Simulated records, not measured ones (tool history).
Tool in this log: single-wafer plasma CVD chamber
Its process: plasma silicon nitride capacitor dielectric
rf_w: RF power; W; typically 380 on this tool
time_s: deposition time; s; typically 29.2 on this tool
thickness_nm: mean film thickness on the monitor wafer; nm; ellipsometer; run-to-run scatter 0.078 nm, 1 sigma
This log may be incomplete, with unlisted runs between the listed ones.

| run | hour | rf_w | time_s | read-back reference wafer on the same gauge, thickness_nm | thickness_nm |
|---|---|---|---|---|---|
| 1 | 0.0 | 380 | 29.2 | 37.619 | 38.413 |
| 2 | 13.1 | 380 | 29.2 | 37.584 | 38.364 |
| 3 | 26.8 | 380 | 29.2 | 37.617 | 38.526 |
| 4 | 33.6 | 405 | 26.1 | 37.570 | 35.245 |
| 5 | 58.5 | 405 | 26.1 | 37.596 | 35.201 |
| 6 | 72.9 | 380 | 29.2 | 37.607 | 38.370 |
|  | 82.3 | showerhead replaced |
| 7 | 84.2 | 380 | 29.2 | 37.591 | 38.546 |

The next listed run, before its measurement:
|  | 93.0 | RF generator calibrated |
| 8 | 132.4 | 400 | 34.2 | ? | ? |

{"run 8": {"read-back reference wafer on the same gauge, thickness_nm": 37.587, "thickness_nm": 45.808}}
With the hidden condition absent and the run-to-run variation left alone, this run would have shown thickness_nm 45.808 nm.
